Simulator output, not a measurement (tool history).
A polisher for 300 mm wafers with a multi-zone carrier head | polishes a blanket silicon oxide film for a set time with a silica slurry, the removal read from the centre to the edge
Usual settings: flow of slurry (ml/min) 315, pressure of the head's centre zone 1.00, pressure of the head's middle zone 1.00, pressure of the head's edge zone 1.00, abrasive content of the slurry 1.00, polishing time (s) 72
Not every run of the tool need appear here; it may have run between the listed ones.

run   hour  flow of slurry (ml/min)  pressure of the head's centre zone  pressure of the head's middle zone  pressure of the head's edge zone  abrasive content of the slurry  polishing time (s)  wafers since the last listed run  wafers polished on this pad  hours since the slurry nozzle was cleaned  hours since the centre zone pressure was calibrated  hours since the edge zone pressure was calibrated  hours since the carrier head's membrane was replaced  incoming thickness of the incoming film, nm  film removed at the wafer's centre (Å)  film removed at mid-radius (Å)  film removed at the wafer's edge (Å)
  1    0.0                      315                                1.00                                1.00                              0.94                            1.00                  72                                 0                         1862                                      252.6                                                483.0                                              475.1                                                1615.4                                       1044.4                                    1980                            2000                                  1912
      45.1  -- edge zone pressure recalibrated
  2   76.8                      315                                1.00                                1.00                              0.94                            1.00                  72                               537                         2399                                      329.4                                                559.8                                               31.7                                                1692.2                                       1059.4                                    2010                            2008                                  1901
  3  145.6                      315                                1.00                                1.00                              1.00                            1.00                  72                               494                         2893                                      398.2                                                628.6                                              100.5                                                1761.0                                       1045.5                                    1969                            2017                                  1949
     171.2  -- carrier head's membrane replaced by a new one
     228.4  -- centre zone pressure recalibrated
     237.7  -- worn pad replaced by a new one
  4  244.6                      315                                1.00                                1.00                              1.00                            1.00                  72                               632                           49                                      497.2                                                 16.2                                              199.5                                                  73.4                                       1041.4                                    2009                            2027                                  1932
  5  321.9                      315                                1.00                                1.00                              1.00                            1.00                  82                               555                          604                                      574.5                                                 93.5                                              276.8                                                 150.7                                       1040.5                                    2255                            2287                                  2203
  6  418.4                      315                                1.00                                1.00                              1.00                            1.00                  72                               693                         1298                                      671.0                                                190.0                                              373.3                                                 247.2                                       1048.2                                    1963                            2013                                  1932
     446.9  -- slurry nozzle cleaned
  7  469.1                      315                                1.06                                0.88                              1.00                            1.00                  63                               357                         1655                                       22.2                                                240.7                                              424.0                                                 297.9                                       1049.6                                    1812                            1577                                  1704
  8  549.7                      315                                0.91                                0.90                              0.97                            1.00                  72                               579                         2234                                      102.8                                                321.3                                              504.6                                                 378.5                                       1061.5                                    1816                            1854                                  1901
  9  647.5                      315                                1.00                                1.00                              0.94                            1.00                  72                               702                         2936                                      200.6                                                419.1                                              602.4                                                 476.3                                       1060.3                                    1980                            2010                                  1893
 10  706.3                      315                                0.88                                1.00                              1.00                            1.00                  72                               422                         3359                                      259.4                                                477.9                                              661.2                                                 535.1                                       1055.3                                    1799                            1990                                  1949
     723.2  -- edge zone pressure recalibrated
 11  799.7                      315                                1.00                                1.00                              1.00                            1.30                  72                               656                         4015                                      352.8                                                571.3                                               76.5                                                 628.5                                       1070.2                                    2172                            2228                                  2139
     833.1  -- worn pad replaced by a new one
 12  899.0                      420                                1.10                                1.00                              1.00                            0.75                  72                               684                          473                                      452.1                                                670.6                                              175.8                                                 727.8                                       1058.9                                    1922                            1812                                  1764

Estimate the outcome of run 13 from the log above:
     950.1  -- centre zone pressure recalibrated
 13  966.3                      315                                1.00                                1.00                              1.00                            1.00                  72                               469                          942                                      519.4                                                 16.2                                              243.1                                                 795.1                                       1052.2                                       ?                               ?                                     ?

{"run 13": {"film removed at the wafer's centre (Å)": 1996, "film removed at mid-radius (Å)": 2015, "film removed at the wafer's edge (Å)": 1929}}
Without the tool's hidden state the same run would have given film removed at the wafer's centre (Å) 1996, film removed at mid-radius (Å) 2015, film removed at the wafer's edge (Å) 1929.
